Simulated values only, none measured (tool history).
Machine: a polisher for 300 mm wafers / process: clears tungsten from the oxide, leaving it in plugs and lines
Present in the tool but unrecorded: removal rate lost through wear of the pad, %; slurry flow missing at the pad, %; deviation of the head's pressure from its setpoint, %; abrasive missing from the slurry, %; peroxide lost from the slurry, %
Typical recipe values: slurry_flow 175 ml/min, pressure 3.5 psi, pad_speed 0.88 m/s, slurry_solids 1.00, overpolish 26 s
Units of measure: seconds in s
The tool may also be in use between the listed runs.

| run | hour | slurry_flow | pressure | pad_speed | slurry_solids | overpolish | wafers since the last listed run | wafers polished on this pad | hours since the slurry nozzle was cleaned | hours since the head pressure was calibrated | hours since the slurry blender was calibrated | hours since the slurry got fresh peroxide | incoming thickness of the incoming film, nm | seconds |
|---|---|---|---|---|---|---|---|---|---|---|---|---|---|---|
| 1 | 0.0 | 175 | 3.5 | 1.02 | 1.00 | 26 | 0 | 11 | 847.2 | 28.2 | 102.0 | 95.7 | 246.4 | 52.1 |
| 2 | 12.4 | 175 | 3.5 | 1.02 | 1.00 | 26 | 80 | 91 | 859.6 | 40.6 | 114.4 | 108.1 | 252.8 | 52.3 |
| 3 | 20.1 | 135 | 3.5 | 0.88 | 1.00 | 26 | 49 | 141 | 867.3 | 48.3 | 122.1 | 115.8 | 247.3 | 64.1 |
|  | 29.6 | slurry nozzle cleaned |
|  | 44.4 | slurry tank refilled with fresh slurry and peroxide |
|  | 48.1 | slurry blender recalibrated |
| 4 | 48.5 | 135 | 3.5 | 0.88 | 1.00 | 26 | 158 | 299 | 18.9 | 76.7 | 0.4 | 4.1 | 249.5 | 59.2 |
| 5 | 56.6 | 175 | 3.5 | 0.88 | 1.00 | 26 | 52 | 352 | 27.0 | 84.8 | 8.5 | 12.2 | 251.4 | 56.5 |
| 6 | 64.6 | 195 | 3.5 | 0.88 | 1.20 | 26 | 51 | 403 | 35.0 | 92.8 | 16.5 | 20.2 | 247.5 | 54.5 |
| 7 | 73.1 | 175 | 3.5 | 0.88 | 1.00 | 26 | 55 | 459 | 43.5 | 101.3 | 25.0 | 28.7 | 250.5 | 58.5 |
| 8 | 98.1 | 175 | 3.5 | 0.88 | 1.00 | 26 | 162 | 621 | 68.5 | 126.3 | 50.0 | 53.7 | 246.0 | 59.3 |
| 9 | 111.2 | 175 | 4.7 | 0.88 | 1.00 | 26 | 84 | 705 | 81.6 | 139.4 | 63.1 | 66.8 | 250.5 | 45.4 |
| 10 | 121.7 | 225 | 4.5 | 0.88 | 1.00 | 26 | 68 | 774 | 92.1 | 149.9 | 73.6 | 77.3 | 249.4 | 45.8 |
|  | 129.9 | worn pad replaced by a new one |
| 11 | 130.4 | 175 | 3.5 | 0.88 | 1.15 | 26 | 30 | 3 | 100.8 | 158.6 | 82.3 | 86.0 | 249.2 | 59.2 |
| 12 | 139.7 | 175 | 3.5 | 1.08 | 1.00 | 32 | 60 | 63 | 110.1 | 167.9 | 91.6 | 95.3 | 248.8 | 49.6 |
| 13 | 152.9 | 175 | 4.4 | 0.88 | 1.10 | 11 | 85 | 149 | 123.3 | 181.1 | 104.8 | 108.5 | 249.4 | 48.5 |
| 14 | 169.5 | 175 | 4.3 | 0.88 | 1.00 | 37 | 107 | 256 | 139.9 | 197.7 | 121.4 | 125.1 | 247.2 | 49.5 |
| 15 | 184.7 | 175 | 4.5 | 1.14 | 0.80 | 41 | 98 | 355 | 155.1 | 212.9 | 136.6 | 140.3 | 250.8 | 40.9 |
|  | 189.5 | slurry tank refilled with fresh slurry and peroxide |
| 16 | 198.2 | 175 | 2.4 | 0.64 | 1.00 | 26 | 81 | 436 | 168.6 | 226.4 | 150.1 | 8.7 | 249.7 | 124.0 |
|  | 206.9 | slurry blender recalibrated |
| 17 | 210.1 | 175 | 3.5 | 0.88 | 1.30 | 26 | 64 | 500 | 180.5 | 238.3 | 3.2 | 20.6 | 254.2 | 55.0 |
| 18 | 218.1 | 175 | 3.5 | 0.88 | 1.10 | 19 | 51 | 552 | 188.5 | 246.3 | 11.2 | 28.6 | 245.6 | 56.3 |
| 19 | 228.3 | 175 | 3.5 | 0.62 | 0.80 | 30 | 66 | 618 | 198.7 | 256.5 | 21.4 | 38.8 | 248.2 | 87.6 |
| 20 | 240.2 | 175 | 3.5 | 0.88 | 1.00 | 17 | 77 | 695 | 210.6 | 268.4 | 33.3 | 50.7 | 249.0 | 57.6 |
| 21 | 256.3 | 220 | 3.5 | 0.88 | 1.00 | 26 | 104 | 799 | 226.7 | 284.5 | 49.4 | 66.8 | 254.1 | 58.4 |
|  | 264.4 | worn pad replaced by a new one |
| 22 | 265.9 | 125 | 3.5 | 0.88 | 1.15 | 37 | 36 | 9 | 236.3 | 294.1 | 59.0 | 76.4 | 250.1 | 61.3 |
| 23 | 280.1 | 175 | 3.5 | 0.88 | 1.00 | 26 | 92 | 101 | 250.5 | 308.3 | 73.2 | 90.6 | 250.9 | 61.5 |
| 24 | 296.3 | 175 | 3.5 | 0.88 | 1.30 | 26 | 104 | 206 | 266.7 | 324.5 | 89.4 | 106.8 | 253.3 | 57.4 |
| 25 | 313.0 | 175 | 4.5 | 0.88 | 1.00 | 26 | 108 | 315 | 283.4 | 341.2 | 106.1 | 123.5 | 252.3 | 48.2 |
| 26 | 324.8 | 175 | 3.5 | 0.88 | 1.20 | 26 | 76 | 391 | 295.2 | 353.0 | 117.9 | 135.3 | 251.4 | 60.8 |

Give the tool's hidden conditions for every run:
removal rate lost through wear of the pad, %: 0, the same for each run
slurry flow missing at the pad, %: 0, the same for each run
deviation of the head's pressure from its setpoint, %: 0, the same for each run
peroxide lost from the slurry, %: 0, the same for each run
H1: abrasive missing from the slurry, %
| run | H1 |
|---|---|
| 1 | 28.3 |
| 2 | 29 |
| 3 | 29.4 |
| 4 | 0.935 |
| 5 | 5.02 |
| 6 | 8.43 |
| 7 | 11.5 |
| 8 | 17.9 |
| 9 | 20.1 |
| 10 | 21.5 |
| 11 | 22.4 |
| 12 | 23.3 |
| 13 | 24.2 |
| 14 | 25.1 |
| 15 | 25.6 |
| 16 | 26 |
| 17 | 1.82 |
| 18 | 5.63 |
| 19 | 9.65 |
| 20 | 13.4 |
| 21 | 17.2 |
| 22 | 18.9 |
| 23 | 20.8 |
| 24 | 22.5 |
| 25 | 23.7 |
| 26 | 24.3 |

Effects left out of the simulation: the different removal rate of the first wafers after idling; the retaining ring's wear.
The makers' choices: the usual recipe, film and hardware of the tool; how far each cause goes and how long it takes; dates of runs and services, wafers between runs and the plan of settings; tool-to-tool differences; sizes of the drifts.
